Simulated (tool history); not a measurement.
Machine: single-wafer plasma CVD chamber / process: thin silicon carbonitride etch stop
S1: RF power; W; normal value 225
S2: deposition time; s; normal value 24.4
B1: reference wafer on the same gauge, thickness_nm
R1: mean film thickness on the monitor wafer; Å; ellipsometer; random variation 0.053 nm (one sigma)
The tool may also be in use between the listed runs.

run    hour   S1    S2      B1      R1
  1     0.0  225  24.4  13.690  150.14
  2    33.1  225  24.4  13.728  150.16
  3    61.6  225  24.4  13.697  149.64
  4   102.6  225  24.4  13.699  149.79
  5   157.1  225  24.4  13.714  149.63
  6   221.6  225  24.4  13.715  149.18
  7   281.7  225  24.4  13.705  149.00
  8   313.0  225  24.4  13.696  148.84
  9   363.9  240  26.4  13.693  163.98
 10   423.3  225  24.4  13.682  149.59
 11   452.2  225  24.4  13.716  148.87
 12   493.8  225  24.4  13.696  150.14
 13   556.9  225  20.6  13.695  125.33
 14   614.9  225  20.6  13.688  125.09
 15   758.8  225  20.6  13.695  125.22
 16   826.2  225  26.5  13.695  160.51
 17   877.8  260  19.9  13.692  124.26
 18   931.2  225  24.4  13.693  146.62
 19   984.0  225  24.4  13.676  147.72
 20  1015.8  255  24.4  13.686  151.15
 21  1046.9  265  26.2  13.718  162.84
 22  1093.8  185  20.1  13.696  119.48
 23  1124.7  265  22.4  13.698  143.63
 24  1188.9  225  26.3  13.703  163.07
 25  1228.8  195  21.6  13.692  128.48
 26  1297.4  225  26.3  13.698  161.21
 27  1333.4  185  26.6  13.690  157.17
 28  1358.7  210  24.4  13.715  148.37
 29  1424.6  225  24.4  13.707  149.16
 30  1458.0  195  21.5  13.710  128.20
 31  1513.7  225  24.4  13.687  149.16
 32  1579.2  225  24.4  13.711  149.00
 33  1608.8  225  24.4  13.705  149.58

The log once held 4 entries between its listed runs, left out of this copy. Where does each go, and what is different about the tool's unlogged condition between the listed run before it and the listed run after it?
Run 16 -> run 17: gauge calibrated (hour 827.0); thermocouple changed; heater temperature recalibrated (hour 835.3)
  delivered RF power above the setpoint (%): -7.78 -> -8.3
  measured minus no-state result, R1: -2.78 -> -2.31 Å
Run 18 -> run 19: showerhead replaced (hour 973.3)
  delivered RF power above the setpoint (%): -8.86 -> -9.44
  measured minus no-state result, R1: -2.92 -> -3.14 Å
Run 21 -> run 22: RF generator calibrated (hour 1093.3)
  delivered RF power above the setpoint (%): -10.2 -> -0.896
  measured minus no-state result, R1: -3.74 -> -0.23 Å
